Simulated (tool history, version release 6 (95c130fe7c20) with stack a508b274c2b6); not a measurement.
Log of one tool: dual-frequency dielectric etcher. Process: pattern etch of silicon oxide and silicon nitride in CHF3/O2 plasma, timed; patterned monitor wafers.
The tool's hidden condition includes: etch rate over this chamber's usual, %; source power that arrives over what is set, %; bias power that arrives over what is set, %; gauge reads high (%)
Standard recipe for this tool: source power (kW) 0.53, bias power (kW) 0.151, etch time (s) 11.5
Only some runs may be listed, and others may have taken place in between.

run	hour	source power (kW)	bias power (kW)	etch time (s)	wafers since the last listed run	hours since the last wet clean	hours since the last source power generator calibration	hours since the last bias power generator calibration	hours since the last upper electrode change	hours since the gauge calibration	read-back reference wafer on the same gauge, depth_nm	mean etch depth across the wafer (nm)
1	0	0.53	0.151	11.5	0	232.2	3835.9	1836.9	3301.1	184.8	18.12	15.43
2	7.8	0.53	0.151	11.5	72	240	3843.7	1844.7	3308.9	192.6	18.12	15.42
3	24.5	0.53	0.151	11.5	155	256.7	3860.4	1861.4	3325.6	209.3	18.11	15.62
4	34	0.53	0.151	13.5	88	266.2	3869.9	1870.9	3335.1	218.8	18.1	18.06
5	50.6	0.53	0.151	12.5	154	282.8	3886.5	1887.5	3351.7	235.4	18.1	16.66
6	59	0.53	0.151	12.5	78	291.2	3894.9	1895.9	3360.1	243.8	18.11	16.72
7	70.1	0.53	0.151	12.5	103	302.3	3906	1907	3371.2	254.9	18.09	16.72
8	81.6	0.45	0.151	11.5	107	313.8	3917.5	1918.5	3382.7	266.4	18.1	14.24
9	97	0.53	0.163	11.5	143	329.2	3932.9	1933.9	3398.1	281.8	18.1	15.48
10	140	0.53	0.163	11.5	400	372.2	3975.9	1976.9	3441.1	324.8	18.09	15.68
# hour 166.8: bias power generator calibrated
# hour 170.8: upper electrode replaced
11	171.3	0.6	0.124	11.5	217	403.5	4007.2	4.5	0.5	356.1	18.08	15.08
12	171.6	0.6	0.124	11.5	2	403.8	4007.5	4.8	0.8	356.4	18.1	15.13
13	171.9	0.62	0.151	14	2	404.1	4007.8	5.1	1.1	356.7	18.09	19.89
14	176.3	0.53	0.151	11.5	40	408.5	4012.2	9.5	5.5	361.1	18.1	15.05
15	190.8	0.59	0.169	11.5	135	423	4026.7	24	20	375.6	18.1	16.42
# hour 195.1: source power generator calibrated
16	205.7	0.57	0.126	13	101	437.9	10.6	38.9	34.9	390.5	18.09	16.64
# hour 234.7: gauge calibrated
# hour 235.9: wet clean of the chamber
17	236.4	0.62	0.151	14	62	0.5	41.3	69.6	65.6	1.7	18.09	20.65
18	242.7	0.49	0.151	11.5	58	6.8	47.6	75.9	71.9	8	18.11	15.29
19	257.5	0.53	0.151	11.5	137	21.6	62.4	90.7	86.7	22.8	18.09	15.77
20	271.8	0.63	0.151	11.5	133	35.9	76.7	105	101	37.1	18.08	16.98
21	285.6	0.48	0.151	11.5	128	49.7	90.5	118.8	114.8	50.9	18.09	15.05
22	309.8	0.53	0.151	11.5	225	73.9	114.7	143	139	75.1	18.1	15.73
23	322.7	0.53	0.151	11.5	120	86.8	127.6	155.9	151.9	88	18.11	15.8
24	331	0.46	0.12	10.5	77	95.1	135.9	164.2	160.2	96.3	18.12	12.56
25	339	0.66	0.12	8.5	74	103.1	143.9	172.2	168.2	104.3	18.11	11.91

The logged runs with the hidden state left out (each run's random variation unchanged):
run	mean etch depth across the wafer (nm)
1	15.84
2	15.85
3	16.08
4	18.61
5	17.2
6	17.28
7	17.3
8	14.75
9	16.06
10	16.33
11	15.76
12	15.82
13	20.79
14	15.74
15	17.19
16	17.46
17	20.71
18	15.34
19	15.84
20	17.08
21	15.16
22	15.89
23	15.98
24	12.72
25	12.06

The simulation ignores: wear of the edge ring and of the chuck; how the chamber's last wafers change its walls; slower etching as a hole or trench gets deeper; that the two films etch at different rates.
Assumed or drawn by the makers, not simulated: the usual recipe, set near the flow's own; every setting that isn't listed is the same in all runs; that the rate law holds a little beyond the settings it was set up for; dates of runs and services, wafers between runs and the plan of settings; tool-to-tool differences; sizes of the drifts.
